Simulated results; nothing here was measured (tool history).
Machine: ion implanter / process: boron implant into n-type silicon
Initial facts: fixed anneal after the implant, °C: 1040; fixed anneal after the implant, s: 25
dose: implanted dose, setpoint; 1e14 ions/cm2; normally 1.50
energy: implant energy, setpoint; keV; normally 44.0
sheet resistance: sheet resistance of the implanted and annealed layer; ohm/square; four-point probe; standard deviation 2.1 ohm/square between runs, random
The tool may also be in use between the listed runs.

run	hour	dose	energy	wafers since the last listed run	hours since the last dose calibration	hours since the extraction supply was calibrated	hours since the gauge calibration	read-back reference wafer on the same gauge, sheet resistance	sheet resistance
1	0.0	1.50	44.0	0	812.8	4457.3	191.8	559.30	528.81
2	19.8	1.50	44.0	212	832.6	4477.1	211.6	561.00	528.51
3	45.0	1.50	40.5	270	857.8	4502.3	236.8	560.44	537.74
4	67.7	1.50	34.0	243	880.5	4525.0	259.5	559.33	549.74
5	81.6	1.50	34.0	149	894.4	4538.9	273.4	560.66	553.60
6	148.5	1.50	34.0	718	961.3	4605.8	340.3	559.89	553.87
7	173.9	1.50	39.5	272	986.7	4631.2	365.7	560.03	542.41
8	187.5	1.50	39.5	146	1000.3	4644.8	379.3	559.31	543.31
9	206.6	1.50	39.5	205	1019.4	4663.9	398.4	559.97	543.78
10	229.4	1.50	35.0	244	1042.2	4686.7	421.2	559.35	557.44
11	262.6	1.50	35.0	356	1075.4	4719.9	454.4	558.82	555.62
12	293.6	1.50	37.5	332	1106.4	4750.9	485.4	560.27	548.56
# hour 304.0: extraction supply calibrated
13	307.3	1.50	37.5	61	1120.1	3.3	499.1	560.80	549.92
14	328.5	1.50	37.5	227	1141.3	24.5	520.3	558.90	548.53
15	360.8	1.14	36.5	346	1173.6	56.8	552.6	559.76	668.23
16	386.5	1.33	33.0	275	1199.3	82.5	578.3	559.60	613.90
17	398.6	1.50	52.5	129	1211.4	94.6	590.4	560.53	520.75
18	416.9	1.50	33.5	196	1229.7	112.9	608.7	559.58	559.20
19	442.9	1.50	49.5	279	1255.7	138.9	634.7	559.89	528.61
20	476.5	1.94	49.5	360	1289.3	172.5	668.3	559.91	436.37
21	497.6	1.50	44.0	226	1310.4	193.6	689.4	559.67	538.15
22	529.3	1.50	44.0	340	1342.1	225.3	721.1	560.66	539.24
23	551.5	1.17	44.0	238	1364.3	247.5	743.3	559.07	640.96
# hour 562.3: Faraday cup replaced and dose calibrated
24	585.4	1.50	34.0	278	23.1	281.4	777.2	560.45	547.06
25	618.0	1.50	39.0	349	55.7	314.0	809.8	559.94	533.01
26	636.6	1.72	37.5	199	74.3	332.6	828.4	560.61	483.38
# hour 651.2: gauge calibrated
27	662.3	1.74	35.0	275	100.0	358.3	11.1	560.56	485.58
28	766.5	1.50	44.0	1118	204.2	462.5	115.3	560.69	523.28
29	787.0	1.69	57.5	220	224.7	483.0	135.8	560.29	459.45
30	803.7	1.50	44.0	179	241.4	499.7	152.5	559.89	524.16
31	836.7	1.68	52.5	354	274.4	532.7	185.5	560.04	469.50
32	867.5	1.50	32.0	330	305.2	563.5	216.3	558.87	556.17
33	890.8	1.88	44.0	250	328.5	586.8	239.6	561.40	444.38
34	904.5	1.87	37.5	147	342.2	600.5	253.3	560.36	457.01
35	936.7	1.50	44.0	345	374.4	632.7	285.5	560.40	523.67
36	965.4	1.73	49.5	308	403.1	661.4	314.2	560.25	467.89
37	984.2	1.38	40.0	201	421.9	680.2	333.0	558.76	567.58
38	1018.8	1.78	51.0	371	456.5	714.8	367.6	560.68	449.75

Each row is a separate what-if for the run after 38, all from the same tool condition, not one after another. Results?
A	1019.2	1.09	44.0	4	456.9	715.2	368.0	?	?
B	1019.2	1.50	35.5	4	456.9	715.2	368.0	?	?
C	1019.2	1.50	31.5	4	456.9	715.2	368.0	?	?

run	read-back reference wafer on the same gauge, sheet resistance	sheet resistance
A	559.52	658.94
B	559.52	541.96
C	559.52	552.17
What these runs would have given with no unlogged condition in the tool:
run	sheet resistance
A	654.04
B	537.70
C	547.77
